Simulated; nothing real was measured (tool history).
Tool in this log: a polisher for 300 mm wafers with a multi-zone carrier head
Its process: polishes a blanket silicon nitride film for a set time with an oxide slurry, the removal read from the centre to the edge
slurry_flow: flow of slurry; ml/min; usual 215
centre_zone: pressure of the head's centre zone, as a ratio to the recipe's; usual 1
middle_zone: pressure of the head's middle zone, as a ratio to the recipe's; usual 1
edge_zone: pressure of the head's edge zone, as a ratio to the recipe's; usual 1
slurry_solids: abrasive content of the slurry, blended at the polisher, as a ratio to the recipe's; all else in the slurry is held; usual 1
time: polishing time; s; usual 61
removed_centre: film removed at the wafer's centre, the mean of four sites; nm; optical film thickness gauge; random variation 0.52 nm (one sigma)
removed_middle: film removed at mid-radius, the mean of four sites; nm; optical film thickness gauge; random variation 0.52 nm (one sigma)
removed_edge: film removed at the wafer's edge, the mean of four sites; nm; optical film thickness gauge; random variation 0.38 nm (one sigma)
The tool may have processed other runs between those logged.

run	hour	slurry_flow	centre_zone	middle_zone	edge_zone	slurry_solids	time	incoming thickness of the incoming film, nm	removed_centre	removed_middle	removed_edge
1	0	215	1	1	1	1	61	343.3	41.4	41	42.6
# hour 8.5: slurry nozzle cleaned
2	58.8	245	1	1	1	1	61	339.3	45.6	43.9	44.8
3	118.3	240	1	1.08	1	1.1	61	341.1	46.1	47.7	45.8
# hour 194.7: carrier head's membrane replaced by a new one
# hour 195.5: edge zone pressure recalibrated
4	214.1	215	1	1	1	1	61	336.6	44.7	43.6	43.9
# hour 242.5: worn pad replaced by a new one
5	296.2	215	0.96	1	1	1.2	61	338.2	44.5	46.5	48
6	369.5	215	0.93	1.04	1	0.8	55	339.2	34.1	37.1	36.2
7	424.9	235	1	1	0.96	1	61	338.9	44	43.8	43.2
8	510.8	215	1	1	1	1	61	337.1	43.9	43	43
9	616.3	180	1	1	1.07	1.15	82	335	58.8	59.6	62
10	713.6	240	1	1	1	1.25	47	342.8	35.7	35.7	35.6
# hour 758.9: slurry nozzle cleaned
11	787.2	240	1	1	1	1.25	47	335.9	38.3	37.7	37.5
12	854.6	215	1	1	1.07	0.7	61	346.5	38.5	38.8	40.2
13	932.9	215	1	1	0.93	1	49	340.8	35.9	35.7	33.9
# hour 969.6: edge zone pressure recalibrated
# hour 970.6: worn pad replaced by a new one
14	982.9	215	1	1.07	1	1	71	339.6	52.1	54	51.3
15	1087.8	235	1	1	1	1	61	335.7	45	44.8	44.6
# hour 1124.4: centre zone pressure recalibrated
16	1159.1	215	1	1	0.9	1	61	334.8	44	43.9	41.6
# hour 1358: carrier head's membrane replaced by a new one
17	1471.4	280	1	1	0.88	0.9	75	338.4	50.8	50	48.6
18	1566.4	215	1	1	0.96	1.15	61	344.4	42.6	42.4	43.2
# hour 1580.3: slurry nozzle cleaned
# hour 1598.1: edge zone pressure recalibrated
19	1642.1	260	1	1	0.95	1	61	341.3	45.1	46.3	44.5
20	1711	215	1	1	1	1	61	335.8	44.4	44.2	44.7

Some steps in removed_centre between neighbouring runs. How much of each would the tool show without its hidden state too (settings, what came in, random variation), and how much is left for the hidden state, with any gauge scatter that isn't in both results?
Hidden state at play: removal rate lost through wear of the pad, %; slurry flow missing at the pad, %; deviation of the centre zone's pressure from its setpoint, %; deviation of the edge zone's pressure from its setpoint, %.
Run 1 -> 2: slurry_flow 215 -> 245, slurry nozzle cleaned. removed_centre +4.2 nm: hidden state +2.9, all else +1.3.
Run 9 -> 10: slurry_flow 180 -> 240, edge_zone 1.07 -> 1, slurry_solids 1.15 -> 1.25, time 82 -> 47. removed_centre -23.1 nm: hidden state +1, all else -24.1.
Run 13 -> 14: middle_zone 1 -> 1.07, edge_zone 0.93 -> 1, time 49 -> 71, edge zone pressure recalibrated, worn pad replaced by a new one. removed_centre +16.2 nm: hidden state -0.3, all else +16.5.
Run 18 -> 19: slurry_flow 215 -> 260, edge_zone 0.96 -> 0.95, slurry_solids 1.15 -> 1, slurry nozzle cleaned, edge zone pressure recalibrated. removed_centre +2.5 nm: hidden state +4.4, all else -1.9.
